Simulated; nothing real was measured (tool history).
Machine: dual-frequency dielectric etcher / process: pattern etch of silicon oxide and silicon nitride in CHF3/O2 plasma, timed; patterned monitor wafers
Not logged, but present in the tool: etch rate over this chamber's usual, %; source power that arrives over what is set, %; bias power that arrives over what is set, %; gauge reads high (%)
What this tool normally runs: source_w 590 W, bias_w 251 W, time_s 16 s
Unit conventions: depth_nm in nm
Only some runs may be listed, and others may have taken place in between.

run,hour,source_w,bias_w,time_s,wafers since the last listed run,hours since the last wet clean,hours since the last source power generator calibration,hours since the last bias power generator calibration,hours since the last upper electrode change,hours since the gauge calibration,"read-back reference wafer on the same gauge, depth_nm",depth_nm
1,0,590,251,16,0,322,1700.5,2753.1,2819.4,704.9,24.67,23.2
# hour 58.4: wet clean of the chamber
2,94.5,590,251,16,849,36.1,1795,2847.6,2913.9,799.4,24.7,23.12
3,138.9,590,251,16,535,80.5,1839.4,2892,2958.3,843.8,24.73,23.25
4,223.7,530,251,16,1021,165.3,1924.2,2976.8,3043.1,928.6,24.85,21.69
5,270,530,251,16,557,211.6,1970.5,3023.1,3089.4,974.9,24.78,21.93
6,333.5,590,251,16,765,275.1,2034,3086.6,3152.9,1038.4,24.89,23.26
7,415.3,590,251,16,985,356.9,2115.8,3168.4,3234.7,1120.2,24.94,23.56
8,494.8,590,251,16,958,436.4,2195.3,3247.9,3314.2,1199.7,25.02,23.21
# hour 520: wet clean of the chamber
9,591.7,650,251,16,878,71.7,2292.2,3344.8,3411.1,1296.6,25.12,24.94
10,654.2,650,251,16,753,134.2,2354.7,3407.3,3473.6,1359.1,25.11,24.88
# hour 720.5: upper electrode replaced
# hour 746: source power generator calibrated
11,757.1,500,251,16,902,237.1,11.1,3510.2,36.6,1462,25.22,21.31
# hour 802.1: gauge calibrated
12,854.1,500,251,16,1168,334.1,108.1,3607.2,133.6,52,24.6,20.87
13,890.2,590,251,16,435,370.2,144.2,3643.3,169.7,88.1,24.62,23.23
# hour 955.9: wet clean of the chamber
14,956.4,590,251,16,508,0.5,210.4,3709.5,235.9,154.3,24.61,23.07
15,1021.8,740,202,19.5,788,65.9,275.8,3774.9,301.3,219.7,24.61,29.88
16,1086.7,520,251,12.5,782,130.8,340.7,3839.8,366.2,284.6,24.59,16.81
17,1186.5,590,251,16,1202,230.6,440.5,3939.6,466,384.4,24.68,23.17
18,1284.2,590,251,16,1177,328.3,538.2,4037.3,563.7,482.1,24.64,23.14
# hour 1292.3: bias power generator calibrated
# hour 1348.2: wet clean of the chamber
19,1379.4,720,251,12.5,809,31.2,633.4,87.1,658.9,577.3,24.72,20.08
20,1426.6,590,189,11,568,78.4,680.6,134.3,706.1,624.5,24.74,14.56
21,1483.9,590,251,16,690,135.7,737.9,191.6,763.4,681.8,24.76,23.21
22,1526.4,590,229,20,512,178.2,780.4,234.1,805.9,724.3,24.75,28.15
23,1582.2,590,308,13,672,234,836.2,289.9,861.7,780.1,24.81,20.09
24,1689.2,470,251,14,1289,341,943.2,396.9,968.7,887.1,24.89,17.74

Expected results for the next run?
# hour 1727.5: wet clean of the chamber
25,1728,590,251,16,178,0.5,982,435.7,1007.5,925.9,?,?

Run 25 gave read-back reference wafer on the same gauge, depth_nm 24.84, depth_nm 23.13 nm.
On a tool with no hidden condition, and with the same random variation, this run would have come out at depth_nm 22.87 nm.
